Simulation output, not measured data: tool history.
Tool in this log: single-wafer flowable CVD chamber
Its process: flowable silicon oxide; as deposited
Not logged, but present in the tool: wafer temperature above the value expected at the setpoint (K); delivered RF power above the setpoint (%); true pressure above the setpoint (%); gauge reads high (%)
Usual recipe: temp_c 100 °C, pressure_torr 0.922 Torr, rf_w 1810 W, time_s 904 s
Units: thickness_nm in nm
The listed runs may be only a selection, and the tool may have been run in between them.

run	hour	temp_c	pressure_torr	rf_w	time_s	wafers since the last listed run	hours since the last thermocouple change	hours since the last RF generator calibration	hours since the last manometer calibration	hours since the showerhead was replaced	hours since the gauge calibration	read-back reference wafer on the same gauge, thickness_nm	thickness_nm
1	0	100	0.922	1810	904	0	43	173.2	2685.7	2835	916.4	537.466	629.99
2	44.8	100	0.922	1810	904	80	87.8	218	2730.5	2879.8	961.2	535.414	636.65
# hour 107.6: showerhead replaced
3	108.1	100	0.922	1810	904	99	151.1	281.3	2793.8	0.5	1024.5	537.636	624.362
# hour 116.4: capacitance manometer re-zeroed and calibrated
4	137.5	100	0.922	1645	837	38	180.5	310.7	21.1	29.9	1053.9	537.022	571.591
5	177.2	100	1.1	1810	1032	71	220.2	350.4	60.8	69.6	1093.6	537.578	853.401
6	220	100	0.922	1810	904	77	263	393.2	103.6	112.4	1136.4	537.968	634.008
7	375.9	114	1.136	1920	904	280	418.9	549.1	259.5	268.3	1292.3	535.922	460.988
8	403.7	104	0.922	1490	1001	50	446.7	576.9	287.3	296.1	1320.1	536.866	559.532
9	447.3	100	0.922	1540	904	78	490.3	620.5	330.9	339.7	1363.7	537.944	595.392
10	474.1	100	0.922	1810	1029	48	517.1	647.3	357.7	366.5	1390.5	536.15	714.602
11	531.6	100	1.042	1460	759	103	574.6	704.8	415.2	424	1448	536.425	551.477
12	569.3	100	0.922	1810	904	67	612.3	742.5	452.9	461.7	1485.7	538.22	627.55
13	603.2	100	0.922	1810	904	61	646.2	776.4	486.8	495.6	1519.6	536.728	632.142
14	673.2	100	1.039	1610	1055	126	716.2	846.4	556.8	565.6	1589.6	537.452	793.748
15	721.3	100	1.061	1810	904	86	764.3	894.5	604.9	613.7	1637.7	537.161	717.566
16	758.5	108	0.85	1925	964	67	801.5	931.7	642.1	650.9	1674.9	537.658	466.924
17	802.3	94	0.922	1810	784	78	845.3	975.5	685.9	694.7	1718.7	535.912	677.822
# hour 806.1: gauge calibrated
18	832.5	115	0.922	1920	1062	54	875.5	1005.7	716.1	724.9	26.4	537.98	432.225
19	874.8	100	1.146	1480	827	76	917.8	1048	758.4	767.2	68.7	537.012	662.459
20	939.7	91	1.007	1975	839	116	982.7	1112.9	823.3	832.1	133.6	536.873	909.424
21	966.9	100	1.1	1810	1032	49	1009.9	1140.1	850.5	859.3	160.8	537.334	847.368
22	1028.7	100	0.922	1810	904	111	1071.7	1201.9	912.3	921.1	222.6	536.95	628.309
23	1071.2	100	0.793	1535	904	76	1114.2	1244.4	954.8	963.6	265.1	537.714	521.658
24	1131.8	91	0.708	1475	795	109	1174.8	1305	1015.4	1024.2	325.7	536.557	567.256
25	1156.6	89	0.753	1810	858	44	1199.6	1329.8	1040.2	1049	350.5	537.773	738.76
26	1186.6	100	1.016	2150	904	54	1229.6	1359.8	1070.2	1079	380.5	537.068	725.605
27	1237.5	100	1.143	2045	904	91	1280.5	1410.7	1121.1	1129.9	431.4	537.204	794.77
# hour 1263: thermocouple changed; heater temperature recalibrated
28	1304.1	100	0.922	1810	904	105	41.1	1477.3	1187.7	1196.5	498	537.17	632.303

Below are 4 alternative next runs, each starting from the tool's condition after run 28. Predict each:
A	1304.8	100	0.922	1810	1047	1	41.8	1478	1188.4	1197.2	498.7	?	?
B	1304.8	87	0.983	2070	797	1	41.8	1478	1188.4	1197.2	498.7	?	?
C	1304.8	100	0.78	1640	904	1	41.8	1478	1188.4	1197.2	498.7	?	?
D	1304.8	100	0.922	1810	847	1	41.8	1478	1188.4	1197.2	498.7	?	?

run	read-back reference wafer on the same gauge, thickness_nm	thickness_nm
A	537.558	730.239
B	537.558	978.522
C	537.558	523.158
D	537.558	590.747
Without the tool's hidden state the same runs would have given:
run	thickness_nm
A	730.239
B	978.522
C	523.158
D	590.747

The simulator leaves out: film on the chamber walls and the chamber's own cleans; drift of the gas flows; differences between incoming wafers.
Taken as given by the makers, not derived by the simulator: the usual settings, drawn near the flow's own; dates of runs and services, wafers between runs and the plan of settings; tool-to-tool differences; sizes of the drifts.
